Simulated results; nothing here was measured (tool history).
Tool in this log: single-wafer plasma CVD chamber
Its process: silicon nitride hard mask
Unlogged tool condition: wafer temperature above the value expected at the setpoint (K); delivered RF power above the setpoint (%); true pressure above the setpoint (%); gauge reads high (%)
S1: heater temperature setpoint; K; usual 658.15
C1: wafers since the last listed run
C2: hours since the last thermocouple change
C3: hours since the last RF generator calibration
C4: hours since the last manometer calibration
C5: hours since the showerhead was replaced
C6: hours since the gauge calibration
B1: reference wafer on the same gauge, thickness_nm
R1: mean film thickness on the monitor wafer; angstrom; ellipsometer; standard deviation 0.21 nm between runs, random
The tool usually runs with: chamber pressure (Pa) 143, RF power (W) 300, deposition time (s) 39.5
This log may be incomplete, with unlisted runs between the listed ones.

run 1 hour=0.0 | S1=658.15 chamber_pressure_(Pa)=143 RF_power_(W)=300 deposition_time_(s)=39.5 | C1=0 C2=1626.5 C3=1511.9 C4=2382.5 C5=5103.6 C6=92.9 | B1=47.490 | R1=416.74
run 2 hour=33.3 | S1=658.15 chamber_pressure_(Pa)=143 RF_power_(W)=300 deposition_time_(s)=39.5 | C1=708 C2=1659.8 C3=1545.2 C4=2415.8 C5=5136.9 C6=126.2 | B1=47.423 | R1=417.50
run 3 hour=63.6 | S1=658.15 chamber_pressure_(Pa)=143 RF_power_(W)=300 deposition_time_(s)=39.5 | C1=644 C2=1690.1 C3=1575.5 C4=2446.1 C5=5167.2 C6=156.5 | B1=47.524 | R1=418.62
run 4 hour=97.6 | S1=658.15 chamber_pressure_(Pa)=143 RF_power_(W)=300 deposition_time_(s)=39.5 | C1=722 C2=1724.1 C3=1609.5 C4=2480.1 C5=5201.2 C6=190.5 | B1=47.436 | R1=422.44
run 5 hour=125.6 | S1=658.15 chamber_pressure_(Pa)=143 RF_power_(W)=300 deposition_time_(s)=39.5 | C1=595 C2=1752.1 C3=1637.5 C4=2508.1 C5=5229.2 C6=218.5 | B1=47.496 | R1=419.49
run 6 hour=152.6 | S1=663.15 chamber_pressure_(Pa)=143 RF_power_(W)=300 deposition_time_(s)=39.5 | C1=574 C2=1779.1 C3=1664.5 C4=2535.1 C5=5256.2 C6=245.5 | B1=47.545 | R1=415.77
-- hour=173.1 capacitance manometer re-zeroed and calibrated
run 7 hour=181.1 | S1=658.15 chamber_pressure_(Pa)=143 RF_power_(W)=300 deposition_time_(s)=39.5 | C1=435 C2=1807.6 C3=1693.0 C4=8.0 C5=5284.7 C6=274.0 | B1=47.532 | R1=423.19
run 8 hour=212.1 | S1=658.15 chamber_pressure_(Pa)=143 RF_power_(W)=300 deposition_time_(s)=37.4 | C1=659 C2=1838.6 C3=1724.0 C4=39.0 C5=5315.7 C6=305.0 | B1=47.468 | R1=394.35
-- hour=230.7 showerhead replaced
run 9 hour=234.4 | S1=658.15 chamber_pressure_(Pa)=143 RF_power_(W)=300 deposition_time_(s)=37.4 | C1=304 C2=1860.9 C3=1746.3 C4=61.3 C5=3.7 C6=327.3 | B1=47.479 | R1=400.29
run 10 hour=256.8 | S1=658.15 chamber_pressure_(Pa)=143 RF_power_(W)=300 deposition_time_(s)=37.4 | C1=476 C2=1883.3 C3=1768.7 C4=83.7 C5=26.1 C6=349.7 | B1=47.557 | R1=395.33
-- hour=277.5 thermocouple changed; heater temperature recalibrated
run 11 hour=278.0 | S1=643.15 chamber_pressure_(Pa)=165 RF_power_(W)=270 deposition_time_(s)=46.4 | C1=280 C2=0.5 C3=1789.9 C4=104.9 C5=47.3 C6=370.9 | B1=47.534 | R1=502.72
run 12 hour=297.8 | S1=665.15 chamber_pressure_(Pa)=176 RF_power_(W)=300 deposition_time_(s)=43.4 | C1=420 C2=20.3 C3=1809.7 C4=124.7 C5=67.1 C6=390.7 | B1=47.531 | R1=496.93
run 13 hour=319.9 | S1=658.15 chamber_pressure_(Pa)=143 RF_power_(W)=275 deposition_time_(s)=35.7 | C1=469 C2=42.4 C3=1831.8 C4=146.8 C5=89.2 C6=412.8 | B1=47.556 | R1=369.63
run 14 hour=353.0 | S1=658.15 chamber_pressure_(Pa)=143 RF_power_(W)=300 deposition_time_(s)=39.5 | C1=703 C2=75.5 C3=1864.9 C4=179.9 C5=122.3 C6=445.9 | B1=47.482 | R1=417.68
-- hour=369.7 gauge calibrated
run 15 hour=383.6 | S1=667.15 chamber_pressure_(Pa)=143 RF_power_(W)=300 deposition_time_(s)=32.6 | C1=650 C2=106.1 C3=1895.5 C4=210.5 C5=152.9 C6=13.9 | B1=47.499 | R1=346.13
run 16 hour=400.6 | S1=664.15 chamber_pressure_(Pa)=127 RF_power_(W)=335 deposition_time_(s)=39.5 | C1=361 C2=123.1 C3=1912.5 C4=227.5 C5=169.9 C6=30.9 | B1=47.431 | R1=416.16
-- hour=413.8 RF generator calibrated
run 17 hour=428.4 | S1=667.15 chamber_pressure_(Pa)=155 RF_power_(W)=300 deposition_time_(s)=39.5 | C1=420 C2=150.9 C3=14.6 C4=255.3 C5=197.7 C6=58.7 | B1=47.538 | R1=429.93
run 18 hour=458.8 | S1=658.15 chamber_pressure_(Pa)=143 RF_power_(W)=300 deposition_time_(s)=39.5 | C1=646 C2=181.3 C3=45.0 C4=285.7 C5=228.1 C6=89.1 | B1=47.528 | R1=419.99
run 19 hour=479.2 | S1=647.15 chamber_pressure_(Pa)=143 RF_power_(W)=300 deposition_time_(s)=39.5 | C1=433 C2=201.7 C3=65.4 C4=306.1 C5=248.5 C6=109.5 | B1=47.491 | R1=424.46
run 20 hour=508.0 | S1=665.15 chamber_pressure_(Pa)=113 RF_power_(W)=300 deposition_time_(s)=32.6 | C1=612 C2=230.5 C3=94.2 C4=334.9 C5=277.3 C6=138.3 | B1=47.478 | R1=313.52
run 21 hour=527.8 | S1=658.15 chamber_pressure_(Pa)=121 RF_power_(W)=275 deposition_time_(s)=42.6 | C1=420 C2=250.3 C3=114.0 C4=354.7 C5=297.1 C6=158.1 | B1=47.537 | R1=412.88

Forecast each of these 3 alternatives for the next run:
run A hour=528.2 | S1=658.15 chamber_pressure_(Pa)=143 RF_power_(W)=300 deposition_time_(s)=39.5 | C1=8 C2=250.7 C3=114.4 C4=355.1 C5=297.5 C6=158.5 | B1=? | R1=?
run B hour=528.2 | S1=658.15 chamber_pressure_(Pa)=143 RF_power_(W)=255 deposition_time_(s)=39.5 | C1=8 C2=250.7 C3=114.4 C4=355.1 C5=297.5 C6=158.5 | B1=? | R1=?
run C hour=528.2 | S1=662.15 chamber_pressure_(Pa)=113 RF_power_(W)=300 deposition_time_(s)=39.5 | C1=8 C2=250.7 C3=114.4 C4=355.1 C5=297.5 C6=158.5 | B1=? | R1=?

run=A B1=47.544 R1=419.84
run=B B1=47.544 R1=396.13
run=C B1=47.544 R1=381.03
Had the tool no hidden state, the same runs would have come out as:
run=A R1=419.84
run=B R1=396.13
run=C R1=381.03
